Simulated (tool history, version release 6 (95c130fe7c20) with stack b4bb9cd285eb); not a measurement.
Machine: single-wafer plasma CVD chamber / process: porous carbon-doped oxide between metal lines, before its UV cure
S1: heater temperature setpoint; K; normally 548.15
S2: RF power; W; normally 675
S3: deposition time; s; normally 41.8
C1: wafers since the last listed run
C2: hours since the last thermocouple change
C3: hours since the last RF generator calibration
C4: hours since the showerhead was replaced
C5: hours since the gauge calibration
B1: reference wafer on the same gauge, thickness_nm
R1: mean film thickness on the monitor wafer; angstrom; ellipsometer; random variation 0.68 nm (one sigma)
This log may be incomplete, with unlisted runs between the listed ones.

| run | hour | S1 | S2 | S3 | C1 | C2 | C3 | C4 | C5 | B1 | R1 |
|---|---|---|---|---|---|---|---|---|---|---|---|
| 1 | 0 | 548.15 | 675 | 41.8 | 0 | 2912.8 | 1794.4 | 7480.8 | 451.3 | 313.332 | 3130.25 |
|  | 33.8 | gauge calibrated |
| 2 | 69.7 | 548.15 | 675 | 41.8 | 1020 | 2982.5 | 1864.1 | 7550.5 | 35.9 | 313.046 | 3124.72 |
| 3 | 141.1 | 557.15 | 675 | 41.8 | 1045 | 3053.9 | 1935.5 | 7621.9 | 107.3 | 313.007 | 2942.11 |
| 4 | 176.6 | 557.15 | 675 | 41.8 | 519 | 3089.4 | 1971 | 7657.4 | 142.8 | 313.09 | 2938.09 |
| 5 | 243.2 | 548.15 | 675 | 41.8 | 975 | 3156 | 2037.6 | 7724 | 209.4 | 313.059 | 3117.88 |
| 6 | 273.3 | 548.15 | 675 | 41.8 | 440 | 3186.1 | 2067.7 | 7754.1 | 239.5 | 313.226 | 3118.8 |
|  | 303.4 | thermocouple changed; heater temperature recalibrated |
| 7 | 306.4 | 548.15 | 675 | 41.8 | 367 | 3 | 2100.8 | 7787.2 | 272.6 | 312.836 | 3116.22 |
|  | 348.2 | RF generator calibrated |
| 8 | 374.3 | 548.15 | 675 | 41.8 | 877 | 70.9 | 26.1 | 7855.1 | 340.5 | 313.004 | 3224.8 |
| 9 | 421.9 | 539.15 | 730 | 41.8 | 697 | 118.5 | 73.7 | 7902.7 | 388.1 | 313.065 | 3564.11 |
| 10 | 479.6 | 562.15 | 565 | 37.9 | 845 | 176.2 | 131.4 | 7960.4 | 445.8 | 312.971 | 2445.29 |
|  | 505.2 | gauge calibrated |
| 11 | 515.1 | 538.15 | 775 | 41.8 | 519 | 211.7 | 166.9 | 7995.9 | 9.9 | 313.207 | 3698.71 |

Expected results for the next run?
| 12 | 547.9 | 548.15 | 675 | 38 | 480 | 244.5 | 199.7 | 8028.7 | 42.7 | ? | ? |

Run 12 gave B1 312.63, R1 2931.08 angstrom.
On a tool with no hidden condition, and with the same random variation, this run would have come out at R1 2954.47 angstrom.

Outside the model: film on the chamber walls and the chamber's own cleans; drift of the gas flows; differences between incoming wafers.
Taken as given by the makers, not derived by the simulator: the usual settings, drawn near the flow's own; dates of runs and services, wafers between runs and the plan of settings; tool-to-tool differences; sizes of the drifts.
